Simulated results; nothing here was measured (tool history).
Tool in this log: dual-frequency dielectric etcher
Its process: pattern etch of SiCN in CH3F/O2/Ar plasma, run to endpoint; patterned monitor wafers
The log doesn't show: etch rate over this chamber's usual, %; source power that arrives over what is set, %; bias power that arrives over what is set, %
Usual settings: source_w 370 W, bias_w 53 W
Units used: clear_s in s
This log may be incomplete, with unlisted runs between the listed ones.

run	day	source_w	bias_w	wafers since the last listed run	hours since the last wet clean	hours since the last source power generator calibration	hours since the last bias power generator calibration	hours since the last upper electrode change	incoming incoming film thickness, nm	clear_s
1	0.000	350	43	0	207.7	4539.5	4018.0	4448.7	8.97	33.2
# day 0.446: source power generator calibrated
2	0.900	390	53	334	229.3	10.9	4039.6	4470.3	8.97	29.9
3	1.833	330	53	426	251.7	33.3	4062.0	4492.7	9.06	31.9
4	2.642	330	53	369	271.1	52.7	4081.4	4512.1	9.00	31.9
5	3.212	330	53	260	284.8	66.4	4095.1	4525.8	9.03	32.1
6	3.962	370	53	342	302.8	84.4	4113.1	4543.8	8.94	30.4
7	5.033	370	53	488	328.5	110.1	4138.8	4569.5	9.06	30.9
8	6.158	370	53	513	355.5	137.1	4165.8	4596.5	8.98	30.6
# day 7.525: wet clean of the chamber
9	7.546	350	53	176	0.5	170.4	4199.1	4629.8	9.03	30.7
10	7.679	350	53	60	3.7	173.6	4202.3	4633.0	9.02	30.7
11	8.346	350	53	304	19.7	189.6	4218.3	4649.0	8.98	30.6
12	9.412	430	53	486	45.3	215.2	4243.9	4674.6	9.05	28.8
# day 10.071: bias power generator calibrated
13	10.221	310	53	292	64.7	234.6	3.6	4694.0	9.03	32.1
14	11.583	450	60	622	97.4	267.3	36.3	4726.7	9.08	27.4
15	12.896	420	45	599	128.9	298.8	67.8	4758.2	8.99	30.4
16	13.725	440	49	378	148.8	318.7	87.7	4778.1	9.01	29.3
17	15.042	440	53	601	180.4	350.3	119.3	4809.7	9.00	28.6
18	15.796	460	63	344	198.5	368.4	137.4	4827.8	9.00	26.7
# day 17.325: upper electrode replaced, of another model than before
19	17.346	370	53	251	235.7	405.6	174.6	0.5	9.01	30.6
20	17.362	340	60	7	236.1	406.0	175.0	0.9	8.96	31.2
21	18.550	350	53	542	264.6	434.5	203.5	29.4	8.95	31.4
22	19.625	330	45	490	290.4	460.3	229.3	55.2	9.09	34.3
23	21.029	290	53	641	324.1	494.0	263.0	88.9	9.01	36.0
# day 22.521: wet clean of the chamber
24	22.542	320	64	233	0.5	530.3	299.3	125.2	9.04	31.8
25	23.062	440	66	237	13.0	542.8	311.8	137.7	9.05	26.2
26	23.625	290	49	256	26.5	556.3	325.3	151.2	9.00	35.7
27	24.654	410	42	469	51.2	581.0	350.0	175.9	8.93	29.1
28	25.867	370	41	553	80.3	610.1	379.1	205.0	8.92	31.3
29	27.108	340	64	566	110.1	639.9	408.9	234.8	8.97	30.5
30	28.354	370	53	568	140.0	669.8	438.8	264.7	9.01	30.3
31	28.992	300	44	291	155.3	685.1	454.1	280.0	8.96	35.8
32	30.238	370	59	568	185.2	715.0	484.0	309.9	8.96	29.6
33	31.133	320	45	408	206.7	736.5	505.5	331.4	8.99	34.2
34	32.104	370	42	443	230.0	759.8	528.8	354.7	9.09	32.0
35	33.329	430	66	559	259.4	789.2	558.2	384.1	9.01	26.9

Below, each run's measurement less what the same run would have read without the hidden state. Both values contain the same run-to-run variation, but the gauge's scatter may not be the same in both:
run	clear_s
1	+0.5
2	+0.5
3	+0.5
4	+0.6
5	+0.6
6	+0.6
7	+0.6
8	+0.8
9	+0.1
10	+0.0
11	+0.1
12	+0.1
13	+0.2
14	+0.2
15	+0.3
16	+0.4
17	+0.4
18	+0.4
19	+0.5
20	+0.6
21	+0.6
22	+0.7
23	+0.8
24	-0.1
25	-0.1
26	+0.0
27	+0.0
28	+0.1
29	+0.1
30	+0.2
31	+0.3
32	+0.2
33	+0.3
34	+0.4
35	+0.4

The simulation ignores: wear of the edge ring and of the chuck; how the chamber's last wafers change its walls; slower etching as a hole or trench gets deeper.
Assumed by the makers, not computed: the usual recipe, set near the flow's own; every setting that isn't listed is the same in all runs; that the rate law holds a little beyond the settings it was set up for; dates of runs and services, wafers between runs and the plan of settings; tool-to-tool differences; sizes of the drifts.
